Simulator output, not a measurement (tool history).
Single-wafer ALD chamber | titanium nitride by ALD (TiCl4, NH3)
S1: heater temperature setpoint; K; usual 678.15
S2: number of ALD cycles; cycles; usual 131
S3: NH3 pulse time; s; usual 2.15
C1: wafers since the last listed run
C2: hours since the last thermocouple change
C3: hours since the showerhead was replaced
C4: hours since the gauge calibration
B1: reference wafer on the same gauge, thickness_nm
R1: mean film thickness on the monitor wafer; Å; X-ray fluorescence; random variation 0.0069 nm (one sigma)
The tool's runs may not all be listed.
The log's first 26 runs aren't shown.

run	hour	S1	S2	S3	C1	C2	C3	C4	B1	R1
27	596.5	678.15	150	2.98	38	245.5	264.2	218.9	2.411	32.04
28	628.1	678.15	124	2.15	61	277.1	295.8	250.5	2.41	26.22
29	643.7	690.15	107	1.49	30	292.7	311.4	266.1	2.41	22.32
30	662.7	674.15	131	2.15	37	311.7	330.4	285.1	2.41	27.81
31	698.4	666.15	142	1.53	69	347.4	366.1	320.8	2.41	29.43
32	714.7	664.15	131	2.68	31	363.7	382.4	337.1	2.41	27.66
33	729.8	666.15	142	1.53	29	378.8	397.5	352.2	2.411	29.38
34	743.8	685.15	131	2.55	27	392.8	411.5	366.2	2.41	27.83
35	778.2	678.15	131	2.15	66	427.2	445.9	400.6	2.41	27.62
36	803.2	678.15	131	2.15	48	452.2	470.9	425.6	2.41	27.78
37	830	678.15	124	2.15	52	479	497.7	452.4	2.41	26.33
38	853.3	688.15	131	2.56	45	502.3	521	475.7	2.413	28.06
39	873.7	678.15	131	2.15	39	522.7	541.4	496.1	2.41	27.74
40	897.7	673.15	116	2.15	46	546.7	565.4	520.1	2.41	24.55
41	910.3	693.15	115	2.15	24	559.3	578	532.7	2.41	24.43

3 ways to go on from here, each from the tool as it stands after run 41. What would each give?
A	911	678.15	131	2.89	1	560	578.7	533.4	?	?
B	911	669.15	138	2.7	1	560	578.7	533.4	?	?
C	911	678.15	149	2.15	1	560	578.7	533.4	?	?

run	B1	R1
A	2.412	28.07
B	2.412	29.38
C	2.412	31.62
Without the tool's hidden state the same runs would have given:
run	R1
A	28.07
B	29.38
C	31.62
